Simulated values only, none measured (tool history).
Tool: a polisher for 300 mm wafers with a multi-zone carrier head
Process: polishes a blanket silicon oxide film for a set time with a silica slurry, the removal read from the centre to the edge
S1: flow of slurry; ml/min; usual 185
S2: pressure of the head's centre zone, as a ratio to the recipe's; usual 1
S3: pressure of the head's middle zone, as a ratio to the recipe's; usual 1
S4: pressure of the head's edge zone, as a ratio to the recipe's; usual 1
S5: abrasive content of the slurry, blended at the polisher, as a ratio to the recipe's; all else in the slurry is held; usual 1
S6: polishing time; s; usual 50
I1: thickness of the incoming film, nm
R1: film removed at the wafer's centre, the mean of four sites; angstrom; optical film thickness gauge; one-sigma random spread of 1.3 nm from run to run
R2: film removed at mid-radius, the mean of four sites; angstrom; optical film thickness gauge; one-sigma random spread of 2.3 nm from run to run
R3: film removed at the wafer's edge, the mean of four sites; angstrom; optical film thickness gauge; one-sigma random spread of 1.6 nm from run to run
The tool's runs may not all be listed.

run    hour   S1    S2    S3    S4   S5  S6      I1    R1    R2    R3
  1       0  210     1     1     1  0.8  50  1220.3  1585  1642  1589
  2    28.6  185     1     1     1    1  59  1233.3  2055  2153  2106
  3    89.8  185     1     1     1    1  50  1219.1  1751  1806  1747
  4   129.8  185     1     1     1    1  50  1213.7  1713  1781  1758
      137.7  -- slurry nozzle cleaned
  5   190.9  185     1     1     1    1  50  1205.9  1787  1887  1782
      228.8  -- worn pad replaced by a new one
  6   230.4  185     1  1.08     1    1  50    1224  1779  1946  1789
  7   260.1  185     1  1.12  1.08    1  50  1218.6  1794  2019  1893
  8   315.9  185     1  0.92     1    1  50  1206.3  1790  1765  1818
      385.2  -- centre zone pressure recalibrated
  9   385.7  205     1  1.11  1.09    1  57  1225.9  2075  2320  2179
 10     430  185     1     1     1    1  63  1215.6  2214  2328  2252
      440.6  -- edge zone pressure recalibrated
 11     467  185     1     1     1    1  61  1214.4  2134  2214  2185
 12   519.8  185   1.1     1  0.91    1  50  1243.3  1927  1794  1699
      556.8  -- slurry nozzle cleaned
      675.8  -- worn pad replaced by a new one
      676.7  -- carrier head's membrane replaced by a new one
 13   729.9  215     1     1     1  0.9  64  1221.2  2210  2348  2234
 14   784.7  145  0.95  0.92     1    1  34  1222.2  1071  1141  1180
 15   843.8  185     1     1     1    1  50  1221.8  1776  1869  1787
 16   880.5  185  0.92  0.93   1.1    1  50  1210.7  1590  1701  1868
 17     923  210     1     1     1    1  50  1231.4  1772  1832  1800
 18     992  185  1.08  0.92     1  1.2  65    1216  2650  2400  2540
      998.2  -- slurry nozzle cleaned
 19  1031.2  245  0.97  1.07     1    1  50  1236.9  1853  2030  1838
 20  1060.6  185     1  1.11     1  1.1  50  1212.8  1909  2122  1872
 21  1105.8  185  1.07   0.9     1    1  50  1212.9  1936  1698  1821
 22  1177.6  185     1     1     1    1  50  1230.3  1805  1872  1786

Some steps in R1 between neighbouring runs. How much of each would the tool show without its hidden state too (settings, what came in, random variation), and how much is left for the hidden state, with any gauge scatter that isn't in both results?
Hidden state at play: removal rate lost through wear of the pad, %; slurry flow missing at the pad, %; deviation of the centre zone's pressure from its setpoint, %; deviation of the edge zone's pressure from its setpoint, %.
Run 13 -> 14: S1 215 -> 145, S2 1 -> 0.95, S3 1 -> 0.92, S5 0.9 -> 1, S6 64 -> 34. R1 -1139 angstrom: hidden state +0, all else -1139.
Run 17 -> 18: S1 210 -> 185, S2 1 -> 1.08, S3 1 -> 0.92, S5 1 -> 1.2, S6 50 -> 65. R1 +878 angstrom: hidden state -71, all else +949.
Run 18 -> 19: S1 185 -> 245, S2 1.08 -> 0.97, S3 0.92 -> 1.07, S5 1.2 -> 1, S6 65 -> 50, slurry nozzle cleaned. R1 -797 angstrom: hidden state +131, all else -928.
